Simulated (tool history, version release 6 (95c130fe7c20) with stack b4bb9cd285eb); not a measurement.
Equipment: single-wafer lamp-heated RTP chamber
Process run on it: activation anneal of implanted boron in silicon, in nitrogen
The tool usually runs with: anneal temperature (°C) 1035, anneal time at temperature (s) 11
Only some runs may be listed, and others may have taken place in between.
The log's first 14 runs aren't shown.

| run | hour | anneal temperature (°C) | anneal time at temperature (s) | wafers since the last listed run | wafers since the last pyrometer calibration | wafers since the reflector plate was cleaned | hours since the gauge calibration | read-back reference wafer on the same gauge, sheet resistance | sheet resistance of the implanted and annealed layer (ohm/square) |
|---|---|---|---|---|---|---|---|---|---|
| 15 | 449.6 | 1015 | 5 | 327 | 1721 | 5374 | 127.6 | 107.98 | 130.19 |
| 16 | 469.4 | 1025 | 11 | 223 | 1945 | 5598 | 147.4 | 108.00 | 120.98 |
| 17 | 492.7 | 1035 | 11 | 263 | 2209 | 5861 | 170.7 | 108.08 | 118.22 |
| 18 | 512.1 | 1016 | 17 | 219 | 2428 | 6081 | 190.1 | 107.97 | 120.89 |
| 19 | 545.5 | 1035 | 11 | 377 | 2805 | 6458 | 223.5 | 108.12 | 117.79 |
| 20 | 558.3 | 1016 | 16 | 144 | 2950 | 6603 | 236.3 | 107.87 | 121.53 |
| 21 | 594.2 | 1052 | 11 | 405 | 3356 | 7009 | 272.2 | 107.81 | 113.51 |
| 22 | 625.7 | 1056 | 5 | 356 | 3712 | 7365 | 303.7 | 108.13 | 117.72 |
| 23 | 645.1 | 1035 | 11 | 219 | 3931 | 7584 | 323.1 | 108.01 | 117.91 |
| 24 | 680.6 | 1010 | 11 | 401 | 4333 | 7985 | 358.6 | 108.09 | 125.63 |
| 25 | 745.2 | 1035 | 7 | 730 | 5063 | 8716 | 423.2 | 108.00 | 120.63 |
| 26 | 768.6 | 1035 | 11 | 264 | 5327 | 8980 | 446.6 | 108.01 | 117.86 |
| 27 | 798.2 | 1045 | 18 | 334 | 5662 | 9315 | 476.2 | 108.01 | 111.51 |
|  | 810.3 | reflector plate cleaned |
| 28 | 832.9 | 1050 | 16 | 301 | 5964 | 255 | 510.9 | 108.13 | 111.18 |
| 29 | 868.7 | 1035 | 11 | 404 | 6368 | 660 | 546.7 | 107.88 | 118.30 |
| 30 | 898.0 | 1011 | 11 | 331 | 6700 | 991 | 576.0 | 108.07 | 126.15 |
| 31 | 924.2 | 1009 | 13 | 296 | 6996 | 1287 | 602.2 | 108.03 | 125.94 |
|  | 941.0 | pyrometer window cleaned and pyrometer calibrated |
| 32 | 941.5 | 1058 | 6 | 105 | 6 | 1392 | 619.5 | 108.10 | 114.78 |
| 33 | 965.9 | 1035 | 11 | 275 | 282 | 1668 | 643.9 | 108.11 | 118.89 |
| 34 | 1001.4 | 1011 | 15 | 401 | 683 | 2069 | 679.4 | 107.99 | 123.71 |
| 35 | 1018.3 | 1015 | 5 | 191 | 874 | 2261 | 696.3 | 107.99 | 131.09 |
| 36 | 1031.1 | 1019 | 8 | 144 | 1019 | 2405 | 709.1 | 108.08 | 124.32 |
| 37 | 1052.9 | 1011 | 5 | 246 | 1265 | 2652 | 730.9 | 108.01 | 131.99 |
| 38 | 1085.6 | 1055 | 17 | 369 | 1635 | 3021 | 763.6 | 107.80 | 109.96 |

Predict each of these 3 candidate next runs independently; none follows another, all start after run 38:
| A | 1086.0 | 1035 | 9 | 4 | 1639 | 3026 | 764.0 | ? | ? |
| B | 1086.0 | 1059 | 14 | 4 | 1639 | 3026 | 764.0 | ? | ? |
| C | 1086.0 | 1051 | 16 | 4 | 1639 | 3026 | 764.0 | ? | ? |

| run | read-back reference wafer on the same gauge, sheet resistance | sheet resistance of the implanted and annealed layer (ohm/square) |
|---|---|---|
| A | 107.87 | 119.25 |
| B | 107.87 | 109.70 |
| C | 107.87 | 110.76 |
Without the tool's unlogged condition, the same runs would have read:
| run | sheet resistance of the implanted and annealed layer (ohm/square) |
|---|---|
| A | 119.25 |
| B | 109.70 |
| C | 110.76 |
